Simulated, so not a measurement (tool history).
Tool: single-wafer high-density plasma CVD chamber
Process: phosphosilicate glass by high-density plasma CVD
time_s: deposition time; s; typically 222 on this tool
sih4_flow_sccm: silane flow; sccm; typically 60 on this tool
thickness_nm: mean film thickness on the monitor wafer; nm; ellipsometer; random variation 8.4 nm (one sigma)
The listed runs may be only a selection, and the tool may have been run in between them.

| run | hour | time_s | sih4_flow_sccm | read-back reference wafer on the same gauge, thickness_nm | thickness_nm |
|---|---|---|---|---|---|
| 1 | 0.0 | 257 | 60 | 1431.443 | 1692.658 |
| 2 | 65.4 | 257 | 60 | 1433.403 | 1677.650 |
| 3 | 117.0 | 257 | 60 | 1427.910 | 1716.631 |
| 4 | 149.1 | 222 | 67 | 1426.745 | 1587.054 |
| 5 | 174.7 | 222 | 67 | 1426.165 | 1611.500 |
| 6 | 200.6 | 222 | 67 | 1432.317 | 1582.134 |
| 7 | 234.6 | 222 | 60 | 1431.982 | 1454.829 |
| 8 | 301.0 | 222 | 60 | 1431.806 | 1463.010 |
| 9 | 427.4 | 222 | 60 | 1430.095 | 1473.694 |
| 10 | 483.7 | 249 | 60 | 1430.013 | 1639.216 |
|  | 583.4 | silane flow controller replaced |
| 11 | 687.3 | 249 | 60 | 1428.898 | 1587.901 |
| 12 | 766.8 | 249 | 60 | 1432.360 | 1613.488 |
| 13 | 825.7 | 206 | 60 | 1428.773 | 1337.318 |
| 14 | 884.1 | 206 | 60 | 1431.885 | 1346.029 |
| 15 | 916.6 | 206 | 60 | 1427.988 | 1331.407 |
|  | 950.9 | gauge calibrated |
| 16 | 983.4 | 256 | 60 | 1433.778 | 1671.309 |
| 17 | 1008.8 | 202 | 67 | 1433.185 | 1421.480 |
| 18 | 1047.1 | 202 | 67 | 1428.911 | 1424.489 |
| 19 | 1075.1 | 222 | 52 | 1427.848 | 1303.405 |
| 20 | 1113.8 | 205 | 68 | 1429.553 | 1473.130 |
| 21 | 1140.6 | 202 | 52 | 1430.247 | 1180.304 |
| 22 | 1193.8 | 222 | 60 | 1428.169 | 1450.645 |
| 23 | 1233.2 | 188 | 51 | 1426.803 | 1096.412 |
| 24 | 1278.9 | 222 | 71 | 1426.472 | 1641.345 |
| 25 | 1313.6 | 222 | 55 | 1427.578 | 1372.278 |
| 26 | 1373.0 | 241 | 55 | 1428.737 | 1494.730 |
| 27 | 1410.8 | 222 | 60 | 1429.567 | 1459.880 |
| 28 | 1451.5 | 262 | 69 | 1430.605 | 1899.557 |
| 29 | 1477.9 | 202 | 52 | 1427.958 | 1197.910 |
| 30 | 1505.0 | 222 | 65 | 1429.851 | 1547.398 |
| 31 | 1535.9 | 246 | 52 | 1429.268 | 1466.210 |
| 32 | 1571.6 | 181 | 49 | 1430.337 | 1035.331 |
| 33 | 1624.7 | 222 | 64 | 1432.871 | 1531.574 |
| 34 | 1671.6 | 191 | 60 | 1431.307 | 1259.094 |
| 35 | 1706.0 | 241 | 60 | 1430.019 | 1576.294 |
| 36 | 1766.1 | 222 | 60 | 1426.177 | 1466.237 |

For each run, what was the tool's unlogged condition?
gauge reads high (%): 0, the same for each run
H1: delivered silane flow above the setpoint (%)
| run | H1 |
|---|---|
| 1 | 4.98 |
| 2 | 5.04 |
| 3 | 5.08 |
| 4 | 5.11 |
| 5 | 5.13 |
| 6 | 5.15 |
| 7 | 5.17 |
| 8 | 5.22 |
| 9 | 5.29 |
| 10 | 5.32 |
| 11 | 0.957 |
| 12 | 1.46 |
| 13 | 1.81 |
| 14 | 2.13 |
| 15 | 2.3 |
| 16 | 2.63 |
| 17 | 2.74 |
| 18 | 2.91 |
| 19 | 3.03 |
| 20 | 3.19 |
| 21 | 3.3 |
| 22 | 3.5 |
| 23 | 3.64 |
| 24 | 3.79 |
| 25 | 3.9 |
| 26 | 4.09 |
| 27 | 4.19 |
| 28 | 4.31 |
| 29 | 4.38 |
| 30 | 4.44 |
| 31 | 4.52 |
| 32 | 4.6 |
| 33 | 4.72 |
| 34 | 4.82 |
| 35 | 4.89 |
| 36 | 5.01 |

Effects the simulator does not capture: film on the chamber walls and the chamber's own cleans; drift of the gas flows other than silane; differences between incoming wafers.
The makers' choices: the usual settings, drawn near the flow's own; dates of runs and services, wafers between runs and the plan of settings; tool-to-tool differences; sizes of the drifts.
